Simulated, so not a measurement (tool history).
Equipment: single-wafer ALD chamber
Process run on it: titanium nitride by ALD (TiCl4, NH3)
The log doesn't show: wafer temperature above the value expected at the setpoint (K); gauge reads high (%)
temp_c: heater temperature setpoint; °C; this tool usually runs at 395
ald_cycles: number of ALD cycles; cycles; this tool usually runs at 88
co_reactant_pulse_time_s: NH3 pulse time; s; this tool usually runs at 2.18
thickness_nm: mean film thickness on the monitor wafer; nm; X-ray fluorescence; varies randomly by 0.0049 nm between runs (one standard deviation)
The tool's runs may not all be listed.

| run | day | temp_c | ald_cycles | co_reactant_pulse_time_s | wafers since the last listed run | hours since the last thermocouple change | hours since the showerhead was replaced | hours since the gauge calibration | read-back reference wafer on the same gauge, thickness_nm | thickness_nm |
|---|---|---|---|---|---|---|---|---|---|---|
| 1 | 0.000 | 395 | 88 | 2.18 | 0 | 793.0 | 2361.2 | 511.3 | 1.723 | 1.962 |
| 2 | 2.217 | 395 | 88 | 2.18 | 139 | 846.2 | 2414.4 | 564.5 | 1.726 | 1.956 |
| 3 | 4.996 | 395 | 76 | 1.50 | 174 | 912.9 | 2481.1 | 631.2 | 1.722 | 1.655 |
| 4 | 7.042 | 395 | 76 | 1.50 | 128 | 962.0 | 2530.2 | 680.3 | 1.724 | 1.649 |
| 5 | 11.138 | 395 | 76 | 1.50 | 257 | 1060.3 | 2628.5 | 778.6 | 1.724 | 1.647 |
|  | 14.667 | thermocouple changed; heater temperature recalibrated |
| 6 | 15.538 | 395 | 88 | 2.18 | 256 | 20.9 | 2734.1 | 884.2 | 1.721 | 1.955 |
| 7 | 19.696 | 395 | 88 | 2.18 | 261 | 120.7 | 2833.9 | 984.0 | 1.717 | 1.948 |
| 8 | 22.017 | 406 | 88 | 2.18 | 146 | 176.4 | 2889.6 | 1039.7 | 1.715 | 1.962 |
| 9 | 25.221 | 395 | 88 | 2.18 | 201 | 253.3 | 2966.5 | 1116.6 | 1.716 | 1.955 |
| 10 | 28.238 | 395 | 88 | 2.83 | 189 | 325.7 | 3038.9 | 1189.0 | 1.714 | 1.975 |
| 11 | 30.971 | 395 | 88 | 2.83 | 172 | 391.3 | 3104.5 | 1254.6 | 1.712 | 1.975 |
| 12 | 34.533 | 395 | 88 | 2.83 | 224 | 476.8 | 3190.0 | 1340.1 | 1.711 | 1.972 |
| 13 | 37.712 | 395 | 88 | 2.18 | 200 | 553.1 | 3266.3 | 1416.4 | 1.712 | 1.953 |
| 14 | 40.962 | 395 | 88 | 2.18 | 204 | 631.1 | 3344.3 | 1494.4 | 1.708 | 1.941 |
| 15 | 44.925 | 403 | 104 | 2.18 | 249 | 726.2 | 3439.4 | 1589.5 | 1.706 | 2.301 |
| 16 | 47.862 | 395 | 75 | 2.63 | 184 | 796.7 | 3509.9 | 1660.0 | 1.705 | 1.663 |
| 17 | 49.771 | 399 | 98 | 1.92 | 120 | 842.5 | 3555.7 | 1705.8 | 1.704 | 2.151 |
| 18 | 53.792 | 406 | 93 | 1.36 | 253 | 939.0 | 3652.2 | 1802.3 | 1.705 | 1.994 |
|  | 59.108 | thermocouple changed; heater temperature recalibrated |
|  | 61.375 | showerhead replaced |
| 19 | 64.367 | 390 | 88 | 1.34 | 623 | 126.2 | 71.8 | 2056.1 | 1.697 | 1.848 |
| 20 | 68.733 | 395 | 76 | 1.50 | 274 | 231.0 | 176.6 | 2160.9 | 1.696 | 1.624 |
| 21 | 72.104 | 406 | 75 | 2.73 | 212 | 311.9 | 257.5 | 2241.8 | 1.695 | 1.670 |
|  | 72.675 | gauge calibrated |
| 22 | 76.479 | 400 | 93 | 2.75 | 275 | 416.9 | 362.5 | 91.3 | 1.721 | 2.108 |
| 23 | 78.538 | 395 | 88 | 2.18 | 129 | 466.3 | 411.9 | 140.7 | 1.718 | 1.948 |
| 24 | 82.288 | 403 | 73 | 1.47 | 236 | 556.3 | 501.9 | 230.7 | 1.719 | 1.589 |
| 25 | 86.112 | 403 | 97 | 2.71 | 240 | 648.1 | 593.7 | 322.5 | 1.719 | 2.190 |
| 26 | 89.988 | 395 | 88 | 1.86 | 244 | 741.1 | 686.7 | 415.5 | 1.717 | 1.930 |
| 27 | 92.375 | 395 | 88 | 2.73 | 150 | 798.4 | 744.0 | 472.8 | 1.714 | 1.969 |
| 28 | 95.875 | 403 | 79 | 1.35 | 220 | 882.4 | 828.0 | 556.8 | 1.712 | 1.705 |

5 options for the next run, each taken on its own from the tool as it stands now. Forecast them:
| A | 95.900 | 395 | 88 | 2.18 | 1 | 883.0 | 828.6 | 557.4 | ? | ? |
| B | 95.900 | 384 | 80 | 2.18 | 1 | 883.0 | 828.6 | 557.4 | ? | ? |
| C | 95.900 | 406 | 82 | 2.88 | 1 | 883.0 | 828.6 | 557.4 | ? | ? |
| D | 95.900 | 395 | 93 | 1.36 | 1 | 883.0 | 828.6 | 557.4 | ? | ? |
| E | 95.900 | 395 | 78 | 2.18 | 1 | 883.0 | 828.6 | 557.4 | ? | ? |

| run | read-back reference wafer on the same gauge, thickness_nm | thickness_nm |
|---|---|---|
| A | 1.714 | 1.942 |
| B | 1.714 | 1.747 |
| C | 1.714 | 1.841 |
| D | 1.714 | 1.980 |
| E | 1.714 | 1.721 |
With the hidden condition removed and each run's random variation left untouched, the same runs would have given:
| run | thickness_nm |
|---|---|
| A | 1.960 |
| B | 1.763 |
| C | 1.859 |
| D | 1.999 |
| E | 1.737 |
